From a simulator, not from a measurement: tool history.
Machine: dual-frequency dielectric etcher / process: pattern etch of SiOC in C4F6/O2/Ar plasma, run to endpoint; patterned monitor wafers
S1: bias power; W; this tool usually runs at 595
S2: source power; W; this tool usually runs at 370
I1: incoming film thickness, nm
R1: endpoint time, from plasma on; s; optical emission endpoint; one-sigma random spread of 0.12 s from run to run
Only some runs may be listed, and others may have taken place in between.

Run 1, day 0: usual settings; I1 49.07. Result: R1 15.4 s.
Run 2, day 1.462: usual settings; I1 48.44. Result: R1 15.3 s.
Run 3, day 2.904: usual settings; I1 48.5. Result: R1 15.1 s.
Run 4, day 3.704: usual settings; I1 49.08. Result: R1 15.4 s.
Run 5, day 4.558: usual settings; I1 48.49. Result: R1 15.4 s.
Run 6, day 5.804: usual settings but S2 300 W; I1 48.73. Result: R1 16.8 s.
Run 7, day 6.492: usual settings; I1 48.83. Result: R1 15.4 s.
Run 8, day 7.825: usual settings; I1 48.89. Result: R1 15.4 s.
At day 8.192: bias power generator calibrated.
At day 8.554: source power generator calibrated.
Run 9, day 9.133: usual settings; I1 48.76. Result: R1 15.3 s.
At day 10.788: upper electrode replaced.
Run 10, day 10.808: usual settings but S1 656 W; I1 48.57. Result: R1 14.6 s.
Run 11, day 11.358: usual settings but S1 656 W; I1 48.82. Result: R1 14.9 s.
Run 12, day 12.779: usual settings but S1 656 W; I1 48.4. Result: R1 14.8 s.

Run 13 has not been measured yet. What should we expect?
Run 13, day 13.483: usual settings but S1 705 W, S2 280 W; I1 48.8. Result: R1 ?.

Run 13 gave R1 16.2 s.
Take away the tool's hidden state, keep the run-to-run variation as it was, and the same run would have given R1 16.2 s.
